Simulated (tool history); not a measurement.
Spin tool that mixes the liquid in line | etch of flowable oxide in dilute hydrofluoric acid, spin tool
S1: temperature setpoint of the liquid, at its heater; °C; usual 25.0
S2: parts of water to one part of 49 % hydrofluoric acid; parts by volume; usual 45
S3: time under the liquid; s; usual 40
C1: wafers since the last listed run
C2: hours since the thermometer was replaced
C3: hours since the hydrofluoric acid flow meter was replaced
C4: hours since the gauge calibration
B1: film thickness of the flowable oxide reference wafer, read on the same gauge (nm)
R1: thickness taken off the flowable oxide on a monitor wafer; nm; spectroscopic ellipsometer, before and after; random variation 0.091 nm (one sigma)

run,hour,S1,S2,S3,C1,C2,C3,C4,B1,R1
1,0.0,25.0,45,40,0,448.9,950.8,461.5,69.99,27.95
2,87.8,25.0,45,40,787,536.7,1038.6,549.3,69.99,27.91
3,166.8,25.0,45,40,709,615.7,1117.6,628.3,69.99,27.75
4,248.5,23.0,45,40,733,697.4,1199.3,710.0,70.02,25.63
5,292.2,23.0,45,40,392,741.1,1243.0,753.7,69.99,25.40
6,332.4,23.0,45,40,360,781.3,1283.2,793.9,70.03,25.57
# hour 340.1: thermometer replaced
7,430.6,25.0,60,55,872,90.5,1381.4,892.1,70.01,27.56
8,468.4,25.0,45,40,339,128.3,1419.2,929.9,69.98,26.91
# hour 489.1: thermometer replaced, repeated, since the last time left the tool worse
9,505.7,25.0,45,40,325,16.6,1456.5,967.2,70.00,28.19
10,546.1,25.0,45,50,362,57.0,1496.9,1007.6,70.02,35.34
# hour 547.3: gauge calibrated
11,610.6,30.0,45,40,578,121.5,1561.4,63.3,70.01,34.64
# hour 616.4: hydrofluoric acid flow meter replaced
12,678.5,21.0,45,25,600,189.4,62.1,131.2,70.00,14.92
13,752.2,29.5,45,40,661,263.1,135.8,204.9,69.95,33.73
14,822.3,28.0,55,40,629,333.2,205.9,275.0,70.00,25.53

Some steps in R1 between neighbouring runs. How much of each would the tool show without its hidden state too (settings, what came in, random variation), and how much is left for the hidden state, with any gauge scatter that isn't in both results?
The hidden state here: liquid colder than its thermometer reads (K); hydrofluoric acid flow above the setpoint (%); gauge reads high (%).
Run 8 -> 9: thermometer replaced, repeated, since the last time left the tool worse. R1 +1.28 nm: hidden state +1.27, all else +0.01.
Run 11 -> 12: S1 30.0 -> 21.0, S3 40 -> 25, hydrofluoric acid flow meter replaced. R1 -19.72 nm: hidden state +0.05, all else -19.77.
